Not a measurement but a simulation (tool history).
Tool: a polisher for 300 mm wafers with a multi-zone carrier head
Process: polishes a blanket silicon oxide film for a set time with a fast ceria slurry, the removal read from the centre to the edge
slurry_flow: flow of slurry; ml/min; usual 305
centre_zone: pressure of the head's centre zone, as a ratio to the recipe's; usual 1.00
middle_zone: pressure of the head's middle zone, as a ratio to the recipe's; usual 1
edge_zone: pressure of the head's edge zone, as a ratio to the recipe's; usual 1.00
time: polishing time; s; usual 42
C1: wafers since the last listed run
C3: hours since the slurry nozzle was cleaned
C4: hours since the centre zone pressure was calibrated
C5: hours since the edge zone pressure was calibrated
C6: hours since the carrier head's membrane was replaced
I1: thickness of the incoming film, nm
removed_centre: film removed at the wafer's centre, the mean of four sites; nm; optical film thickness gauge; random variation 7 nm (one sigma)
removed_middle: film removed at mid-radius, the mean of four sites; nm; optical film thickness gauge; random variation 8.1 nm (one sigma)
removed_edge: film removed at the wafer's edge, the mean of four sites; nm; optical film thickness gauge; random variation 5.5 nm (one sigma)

run 1 hour=0.0 | slurry_flow=305 centre_zone=1.00 middle_zone=1 edge_zone=1.00 time=50 | C1=0 wafers_polished_on_this_pad=265 C3=25.5 C4=63.4 C5=277.3 C6=234.1 | I1=3848.9 | removed_centre=741.5 removed_middle=693.2 removed_edge=726.3
run 2 hour=53.3 | slurry_flow=305 centre_zone=1.00 middle_zone=1 edge_zone=1.00 time=50 | C1=668 wafers_polished_on_this_pad=934 C3=78.8 C4=116.7 C5=330.6 C6=287.4 | I1=3758.7 | removed_centre=743.3 removed_middle=708.8 removed_edge=716.2
run 3 hour=160.6 | slurry_flow=305 centre_zone=1.00 middle_zone=1 edge_zone=1.00 time=50 | C1=1346 wafers_polished_on_this_pad=2281 C3=186.1 C4=224.0 C5=437.9 C6=394.7 | I1=3799.5 | removed_centre=736.6 removed_middle=714.2 removed_edge=712.2
-- hour=192.5 worn pad replaced by a new one
run 4 hour=217.2 | slurry_flow=305 centre_zone=1.00 middle_zone=1 edge_zone=1.00 time=42 | C1=660 wafers_polished_on_this_pad=309 C3=242.7 C4=280.6 C5=494.5 C6=451.3 | I1=3813.0 | removed_centre=613.8 removed_middle=594.7 removed_edge=616.7
run 5 hour=256.0 | slurry_flow=305 centre_zone=1.00 middle_zone=1 edge_zone=1.00 time=42 | C1=486 wafers_polished_on_this_pad=796 C3=281.5 C4=319.4 C5=533.3 C6=490.1 | I1=3829.3 | removed_centre=626.9 removed_middle=607.0 removed_edge=604.2
-- hour=271.2 slurry nozzle cleaned
run 6 hour=344.6 | slurry_flow=305 centre_zone=0.93 middle_zone=1 edge_zone=1.00 time=42 | C1=1099 wafers_polished_on_this_pad=1895 C3=73.4 C4=408.0 C5=621.9 C6=578.7 | I1=3785.5 | removed_centre=588.5 removed_middle=593.7 removed_edge=607.9
-- hour=377.0 worn pad replaced by a new one
run 7 hour=439.0 | slurry_flow=305 centre_zone=1.00 middle_zone=1 edge_zone=1.00 time=42 | C1=1134 wafers_polished_on_this_pad=778 C3=167.8 C4=502.4 C5=716.3 C6=673.1 | I1=3766.6 | removed_centre=611.1 removed_middle=600.5 removed_edge=606.7
-- hour=491.9 edge zone pressure recalibrated
run 8 hour=501.7 | slurry_flow=395 centre_zone=1.06 middle_zone=1 edge_zone=0.91 time=37 | C1=761 wafers_polished_on_this_pad=1540 C3=230.5 C4=565.1 C5=9.8 C6=735.8 | I1=3802.9 | removed_centre=579.4 removed_middle=540.1 removed_edge=523.3
-- hour=582.8 centre zone pressure recalibrated
-- hour=589.5 worn pad replaced by a new one
-- hour=594.1 carrier head's membrane replaced by a new one
run 9 hour=599.6 | slurry_flow=205 centre_zone=1.00 middle_zone=1 edge_zone=1.00 time=38 | C1=1096 wafers_polished_on_this_pad=69 C3=328.4 C4=16.8 C5=107.7 C6=5.5 | I1=3746.6 | removed_centre=533.1 removed_middle=520.1 removed_edge=524.2
-- hour=601.6 slurry nozzle cleaned
run 10 hour=662.9 | slurry_flow=305 centre_zone=1.11 middle_zone=1 edge_zone=1.00 time=42 | C1=781 wafers_polished_on_this_pad=850 C3=61.3 C4=80.1 C5=171.0 C6=68.8 | I1=3805.2 | removed_centre=677.1 removed_middle=595.4 removed_edge=606.1

The next listed run, before its measurement:
run 11 hour=719.4 | slurry_flow=305 centre_zone=1.00 middle_zone=1 edge_zone=1.09 time=42 | C1=709 wafers_polished_on_this_pad=1560 C3=117.8 C4=136.6 C5=227.5 C6=125.3 | I1=3821.7 | removed_centre=? removed_middle=? removed_edge=?

Run 11 gave removed_centre 623.3 nm, removed_middle 601.3 nm, removed_edge 627.6 nm.
Without the tool's hidden state the same run would have given removed_centre 623.3 nm, removed_middle 601.3 nm, removed_edge 627.6 nm.
